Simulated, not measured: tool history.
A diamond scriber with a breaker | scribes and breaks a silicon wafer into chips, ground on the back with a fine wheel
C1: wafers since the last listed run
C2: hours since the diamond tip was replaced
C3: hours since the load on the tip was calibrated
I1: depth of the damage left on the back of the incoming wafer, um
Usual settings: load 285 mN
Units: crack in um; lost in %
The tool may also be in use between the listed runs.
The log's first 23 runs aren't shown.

{"run": 24, "hour": 672.4, "load": 214, "C1": 45, "C2": 1010.4, "C3": 289.1, "I1": 2.42, "crack": 6.55, "lost": 20.25}
{"run": 25, "hour": 704.0, "load": 207, "C1": 42, "C2": 1042.0, "C3": 320.7, "I1": 2.36, "crack": 6.41, "lost": 22.58}
{"run": 26, "hour": 720.0, "load": 262, "C1": 21, "C2": 1058.0, "C3": 336.7, "I1": 2.13, "crack": 7.39, "lost": 9.85}
{"run": 27, "hour": 748.8, "load": 260, "C1": 38, "C2": 1086.8, "C3": 365.5, "I1": 2.33, "crack": 7.1, "lost": 11.6}
{"hour": 764.2, "done": "diamond tip replaced by a new one"}
{"run": 28, "hour": 772.5, "load": 327, "C1": 28, "C2": 8.3, "C3": 389.2, "I1": 2.96, "crack": 8.61, "lost": 5.54}
{"run": 29, "hour": 794.3, "load": 285, "C1": 29, "C2": 30.1, "C3": 411.0, "I1": 2.21, "crack": 7.84, "lost": 4.66}
{"hour": 798.2, "done": "load on the tip recalibrated"}
{"run": 30, "hour": 810.7, "load": 257, "C1": 19, "C2": 46.5, "C3": 12.5, "I1": 1.81, "crack": 8.02, "lost": 3.4}
{"run": 31, "hour": 840.9, "load": 326, "C1": 40, "C2": 76.7, "C3": 42.7, "I1": 2.88, "crack": 9.25, "lost": 5.45}
{"run": 32, "hour": 874.6, "load": 229, "C1": 44, "C2": 110.4, "C3": 76.4, "I1": 2.12, "crack": 7.46, "lost": 8.03}
{"run": 33, "hour": 894.6, "load": 365, "C1": 26, "C2": 130.4, "C3": 96.4, "I1": 2.57, "crack": 9.56, "lost": 6.69}
{"run": 34, "hour": 930.5, "load": 220, "C1": 47, "C2": 166.3, "C3": 132.3, "I1": 2.03, "crack": 7.28, "lost": 10.34}
{"run": 35, "hour": 949.6, "load": 338, "C1": 25, "C2": 185.4, "C3": 151.4, "I1": 1.82, "crack": 9.21, "lost": 2.99}
{"run": 36, "hour": 1023.5, "load": 362, "C1": 98, "C2": 259.3, "C3": 225.3, "I1": 2.58, "crack": 9.24, "lost": 4.92}
{"run": 37, "hour": 1054.4, "load": 200, "C1": 41, "C2": 290.2, "C3": 256.2, "I1": 2.27, "crack": 6.78, "lost": 19.2}
{"run": 38, "hour": 1125.4, "load": 315, "C1": 94, "C2": 361.2, "C3": 327.2, "I1": 1.57, "crack": 8.44, "lost": 2.0}
{"run": 39, "hour": 1148.9, "load": 248, "C1": 31, "C2": 384.7, "C3": 350.7, "I1": 1.65, "crack": 7.24, "lost": 8.21}
{"run": 40, "hour": 1165.4, "load": 235, "C1": 21, "C2": 401.2, "C3": 367.2, "I1": 2.15, "crack": 7.01, "lost": 13.15}
{"hour": 1188.1, "done": "load on the tip recalibrated"}
{"run": 41, "hour": 1196.6, "load": 339, "C1": 38, "C2": 432.4, "C3": 8.5, "I1": 2.39, "crack": 9.43, "lost": 4.59}

4 ways to go on from here, each from the tool as it stands after run 41. What would each give?
{"run": "A", "hour": 1197.3, "load": 285, "C1": 0, "C2": 433.1, "C3": 9.2, "I1": 1.85, "crack": "?", "lost": "?"}
{"run": "B", "hour": 1197.3, "load": 224, "C1": 0, "C2": 433.1, "C3": 9.2, "I1": 1.85, "crack": "?", "lost": "?"}
{"run": "C", "hour": 1197.3, "load": 346, "C1": 0, "C2": 433.1, "C3": 9.2, "I1": 1.85, "crack": "?", "lost": "?"}
{"run": "D", "hour": 1197.3, "load": 353, "C1": 0, "C2": 433.1, "C3": 9.2, "I1": 1.85, "crack": "?", "lost": "?"}

run=A crack=8.20 lost=2.30
run=B crack=7.16 lost=7.63
run=C crack=9.18 lost=3.92
run=D crack=9.29 lost=4.40
Without the tool's hidden state the same runs would have given:
run=A crack=8.35 lost=2.19
run=B crack=7.28 lost=6.53
run=C crack=9.34 lost=4.65
run=D crack=9.45 lost=5.22

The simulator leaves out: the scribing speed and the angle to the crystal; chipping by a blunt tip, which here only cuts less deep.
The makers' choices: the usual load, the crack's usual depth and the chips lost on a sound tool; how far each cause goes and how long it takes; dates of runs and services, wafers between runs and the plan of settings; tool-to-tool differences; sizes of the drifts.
